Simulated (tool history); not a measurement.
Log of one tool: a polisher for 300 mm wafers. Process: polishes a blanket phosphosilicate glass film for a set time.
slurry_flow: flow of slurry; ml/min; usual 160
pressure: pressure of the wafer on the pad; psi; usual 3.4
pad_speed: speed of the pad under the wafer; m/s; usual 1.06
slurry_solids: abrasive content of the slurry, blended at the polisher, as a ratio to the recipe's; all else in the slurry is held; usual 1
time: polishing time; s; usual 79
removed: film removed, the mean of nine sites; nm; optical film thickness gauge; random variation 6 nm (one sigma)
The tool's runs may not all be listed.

run,hour,slurry_flow,pressure,pad_speed,slurry_solids,time,"incoming thickness of the incoming film, nm",removed
1,0,160,3.4,1.06,1,79,2126.4,810.2
2,60.6,160,3.4,1.06,1.2,79,2094.7,868.6
# hour 99: slurry nozzle cleaned
3,160.8,160,3.4,1.06,1,79,2106.6,813.6
# hour 191.1: worn pad replaced by a new one
4,215.9,160,3.4,1.06,1,79,2158.6,809.1
# hour 218.7: slurry blender recalibrated
# hour 231.5: conditioning disc replaced and pad reconditioned
5,316.5,160,3.4,1.06,1,79,2095.8,802.3
6,410.8,160,3.4,1.06,1,79,2143.8,804.6
# hour 421.7: slurry nozzle cleaned
# hour 476.4: worn pad replaced by a new one
# hour 504.5: conditioning disc replaced and pad reconditioned
7,505.2,160,3.4,1.06,0.9,79,2110.8,783.9
# hour 527.4: slurry blender recalibrated
# hour 679.7: slurry nozzle cleaned
# hour 716.9: head pressure recalibrated
# hour 735.8: worn pad replaced by a new one
# hour 748.4: conditioning disc replaced and pad reconditioned
8,779.8,160,3.4,1.06,0.9,79,2137.9,776
9,815.8,160,3.4,1.06,0.9,79,2130.6,770.1
# hour 836.7: slurry blender recalibrated
10,852.4,160,2.4,1.06,1,79,2135.9,601
11,955.7,160,2.9,1.06,1,79,2120.4,702.7
# hour 989.1: slurry nozzle cleaned
# hour 992: conditioning disc replaced and pad reconditioned
# hour 999.4: worn pad replaced by a new one
12,1044.5,160,3.4,1.2,1,79,2162.8,872.6
13,1102.8,160,3.4,1.06,0.8,69,2145.4,655.7
# hour 1131.5: slurry blender recalibrated
14,1148.1,160,3.4,1.06,1,79,2152.3,815.4
15,1202.7,160,3.4,1.06,1,79,2138.6,810.3
# hour 1279.7: worn pad replaced by a new one
# hour 1297.1: conditioning disc replaced and pad reconditioned
16,1297.6,160,3.4,1.06,1,79,2096.3,804.9
# hour 1307.9: slurry nozzle cleaned
17,1346.2,160,3.4,1.26,0.85,54,2108.7,580.5
18,1414.6,200,3.1,1.3,1,54,2128.7,605.4

Forecast each of these 5 alternatives for the next run:
A,1415,160,3.4,1.06,1,79,2108.4,?
B,1415,160,2.9,0.76,1.2,69,2108.4,?
C,1415,120,3.4,1.06,1,79,2108.4,?
D,1415,160,3.4,1.06,1,63,2108.4,?
E,1415,160,3.4,1.06,1.15,79,2108.4,?

run,removed
A,806.1
B,534.2
C,764.4
D,642.8
E,846.4
Without the tool's hidden state the same runs would have given:
run,removed
A,806.1
B,534.2
C,764.4
D,642.8
E,846.4
